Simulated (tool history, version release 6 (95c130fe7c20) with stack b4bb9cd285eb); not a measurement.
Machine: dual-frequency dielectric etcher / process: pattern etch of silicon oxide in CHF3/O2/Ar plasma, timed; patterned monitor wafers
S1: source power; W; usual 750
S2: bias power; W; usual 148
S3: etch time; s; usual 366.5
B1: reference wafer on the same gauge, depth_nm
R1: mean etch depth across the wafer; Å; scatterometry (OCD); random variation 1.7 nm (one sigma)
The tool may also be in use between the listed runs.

run     day   S1   S2     S3     B1    R1
  1   0.000  750  157  366.5  857.1  7324
  2   1.625  750  135  366.5  857.2  7051
  3   4.550  750  135  366.5  857.1  7036
  4   6.096  750  148  366.5  857.2  7213
  5   7.750  750  148  366.5  856.7  7229
  6   9.212  750  148  366.5  857.1  7197
  7  12.200  750  148  366.5  856.7  7204
  8  13.233  750  148  366.5  857.2  7219
  9  15.217  750  148  366.5  857.4  7190
 10  16.942  690  148  366.5  857.2  6914
 11  18.246  690  148  366.5  856.8  6904
 12  20.783  750  148  366.5  857.3  7212
 13  23.296  820  116  278.5  856.8  5392
 14  25.542  750  112  366.5  857.1  6684
 15  27.138  630  117  366.5  857.1  6121
 16  28.167  680  148  366.5  857.5  6842
 17  29.262  750  119  319.0  857.3  5918
 18  31.654  750  148  366.5  856.4  7224
 19  32.754  750  148  366.5  856.9  7209
 20  36.004  900  148  366.5  856.6  7946
 21  37.888  870  148  309.0  857.2  6600
 22  44.996  750  148  321.5  857.0  6340
 23  46.525  750  148  366.5  856.7  7207
 24  47.629  750  148  338.5  857.0  6655

Not shown: 7 entries that the log had between the listed runs. Between which runs, and how does the tool's hidden state differ before and after?
From run 2 to run 3: gauge calibrated (day 2.225)
  nothing in the hidden state changes from one run to the other
From run 8 to run 9: wet clean of the chamber (day 14.512)
  nothing in the hidden state changes from one run to the other
From run 13 to run 14: source power generator calibrated (day 25.058)
  nothing in the hidden state changes from one run to the other
From run 14 to run 15: bias power generator calibrated (day 27.075)
  nothing in the hidden state changes from one run to the other
From run 17 to run 18: upper electrode replaced (day 31.633)
  nothing in the hidden state changes from one run to the other
From run 19 to run 20: wet clean of the chamber (day 35.983)
  nothing in the hidden state changes from one run to the other
From run 20 to run 21: gauge calibrated (day 37.558)
  nothing in the hidden state changes from one run to the other

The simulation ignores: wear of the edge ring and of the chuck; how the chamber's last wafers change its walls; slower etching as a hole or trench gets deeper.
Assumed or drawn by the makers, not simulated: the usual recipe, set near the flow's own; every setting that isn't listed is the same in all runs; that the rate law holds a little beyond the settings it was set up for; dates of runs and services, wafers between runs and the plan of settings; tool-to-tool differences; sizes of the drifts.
